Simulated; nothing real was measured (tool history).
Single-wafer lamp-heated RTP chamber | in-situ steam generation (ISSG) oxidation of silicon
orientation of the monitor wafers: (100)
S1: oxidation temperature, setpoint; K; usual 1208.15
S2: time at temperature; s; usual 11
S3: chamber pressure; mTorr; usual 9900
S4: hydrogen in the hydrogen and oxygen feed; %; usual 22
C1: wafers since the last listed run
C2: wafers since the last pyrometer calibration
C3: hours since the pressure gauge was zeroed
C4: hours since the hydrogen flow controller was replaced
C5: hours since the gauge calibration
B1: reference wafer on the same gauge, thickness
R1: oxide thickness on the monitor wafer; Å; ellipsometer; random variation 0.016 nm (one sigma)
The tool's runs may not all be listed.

Run 1, hour 0: usual settings; C1 0; C2 2911; C3 1124.5; C4 5936; C5 1894; B1 3.954. Result: R1 38.1 Å.
At hour 25.9: hydrogen flow controller replaced.
Run 2, hour 40.1: usual settings; C1 284; C2 3195; C3 1164.6; C4 14.2; C5 1934.1; B1 3.963. Result: R1 38.31 Å.
Run 3, hour 86.5: usual settings but S3 9500 mTorr; C1 410; C2 3606; C3 1211; C4 60.6; C5 1980.5; B1 3.968. Result: R1 38.38 Å.
Run 4, hour 131.2: usual settings; C1 395; C2 4002; C3 1255.7; C4 105.3; C5 2025.2; B1 3.975. Result: R1 38.36 Å.
At hour 147.7: pyrometer window cleaned and pyrometer calibrated.
Run 5, hour 181.9: usual settings; C1 377; C2 302; C3 1306.4; C4 156; C5 2075.9; B1 3.982. Result: R1 38.29 Å.
Run 6, hour 211.1: usual settings but S3 10200 mTorr; C1 258; C2 561; C3 1335.6; C4 185.2; C5 2105.1; B1 3.991. Result: R1 38.16 Å.
Run 7, hour 252.5: usual settings; C1 366; C2 927; C3 1377; C4 226.6; C5 2146.5; B1 3.999. Result: R1 38.45 Å.
At hour 267.5: gauge calibrated.
Run 8, hour 282.3: usual settings but S4 24 %; C1 263; C2 1191; C3 1406.8; C4 256.4; C5 14.8; B1 3.791. Result: R1 37 Å.
At hour 342.6: pressure gauge zeroed.
Run 9, hour 346: usual settings; C1 493; C2 1684; C3 3.4; C4 320.1; C5 78.5; B1 3.795. Result: R1 37 Å.
Run 10, hour 403.6: usual settings but S1 1197.15 K, S3 10200 mTorr; C1 509; C2 2194; C3 61; C4 377.7; C5 136.1; B1 3.796. Result: R1 35.47 Å.
Run 11, hour 453.2: usual settings but S1 1201.15 K, S3 10200 mTorr, S4 16 %; C1 439; C2 2633; C3 110.6; C4 427.3; C5 185.7; B1 3.795. Result: R1 33.53 Å.
Run 12, hour 500.9: usual settings but S2 13 s; C1 422; C2 3055; C3 158.3; C4 475; C5 233.4; B1 3.797. Result: R1 39.18 Å.
At hour 542.9: pyrometer window cleaned and pyrometer calibrated.
Run 13, hour 543.4: usual settings; C1 305; C2 4; C3 200.8; C4 517.5; C5 275.9; B1 3.802. Result: R1 36.87 Å.
Run 14, hour 572.5: usual settings; C1 257; C2 262; C3 229.9; C4 546.6; C5 305; B1 3.796. Result: R1 36.53 Å.
Run 15, hour 597.5: usual settings but S2 7 s; C1 221; C2 483; C3 254.9; C4 571.6; C5 330; B1 3.8. Result: R1 31.04 Å.
Run 16, hour 701.4: usual settings; C1 919; C2 1403; C3 358.8; C4 675.5; C5 433.9; B1 3.806. Result: R1 36.88 Å.
Run 17, hour 732.4: usual settings but S1 1197.15 K, S2 13 s, S3 10200 mTorr, S4 15 %; C1 274; C2 1677; C3 389.8; C4 706.5; C5 464.9; B1 3.805. Result: R1 34.93 Å.
Run 18, hour 788.7: usual settings but S1 1213.15 K; C1 498; C2 2176; C3 446.1; C4 762.8; C5 521.2; B1 3.809. Result: R1 37.13 Å.
Run 19, hour 842.6: usual settings but S2 15 s, S4 27 %; C1 477; C2 2653; C3 500; C4 816.7; C5 575.1; B1 3.807. Result: R1 43.33 Å.
Run 20, hour 880.2: usual settings but S4 27 %; C1 332; C2 2986; C3 537.6; C4 854.3; C5 612.7; B1 3.81. Result: R1 38.47 Å.
Run 21, hour 940.7: usual settings but S4 29 %; C1 535; C2 3521; C3 598.1; C4 914.8; C5 673.2; B1 3.815. Result: R1 39.06 Å.
At hour 1000.3: pyrometer window cleaned and pyrometer calibrated.
Run 22, hour 1005.9: usual settings but S2 14 s, S4 12 %; C1 506; C2 49; C3 663.3; C4 980; C5 738.4; B1 3.817. Result: R1 35.22 Å.
Run 23, hour 1035.8: usual settings but S4 17 %; C1 264; C2 313; C3 693.2; C4 1009.9; C5 768.3; B1 3.818. Result: R1 34.72 Å.
Run 24, hour 1068: usual settings; C1 285; C2 598; C3 725.4; C4 1042.1; C5 800.5; B1 3.821. Result: R1 37.14 Å.
Run 25, hour 1110: usual settings but S2 13 s, S4 19 %; C1 371; C2 970; C3 767.4; C4 1084.1; C5 842.5; B1 3.824. Result: R1 38.05 Å.
Run 26, hour 1149.6: usual settings; C1 350; C2 1321; C3 807; C4 1123.7; C5 882.1; B1 3.827. Result: R1 36.97 Å.
Run 27, hour 1188.9: usual settings but S1 1219.15 K, S2 15 s, S4 25 %; C1 347; C2 1669; C3 846.3; C4 1163; C5 921.4; B1 3.829. Result: R1 43.69 Å.
Run 28, hour 1234.2: usual settings but S4 19 %; C1 401; C2 2070; C3 891.6; C4 1208.3; C5 966.7; B1 3.834. Result: R1 35.7 Å.
Run 29, hour 1281.4: usual settings; C1 417; C2 2487; C3 938.8; C4 1255.5; C5 1013.9; B1 3.839. Result: R1 37.06 Å.
Run 30, hour 1332.2: usual settings but S1 1217.15 K; C1 449; C2 2937; C3 989.6; C4 1306.3; C5 1064.7; B1 3.845. Result: R1 37.99 Å.

The tool's hidden state at each run:
true wafer temperature minus pyrometer reading, K: 0 in every run
true pressure minus gauge reading, Torr: 0 in every run
deviation of the hydrogen flow from its setpoint, %: 0 in every run
H1: gauge reads high (%)
run        H1
  1      4.05
  2      4.22
  3      4.42
  4      4.62
  5      4.85
  6      4.99
  7      5.18
  8     -0.13
  9    -0.123
 10    -0.109
 11   -0.0914
 12   -0.0692
 13   -0.0452
 14   -0.0264
 15  -0.00876
 16    0.0794
 17      0.11
 18     0.172
 19     0.238
 20     0.287
 21     0.374
 22     0.476
 23     0.526
 24     0.582
 25     0.659
 26     0.735
 27     0.814
 28     0.909
 29      1.01
 30      1.13
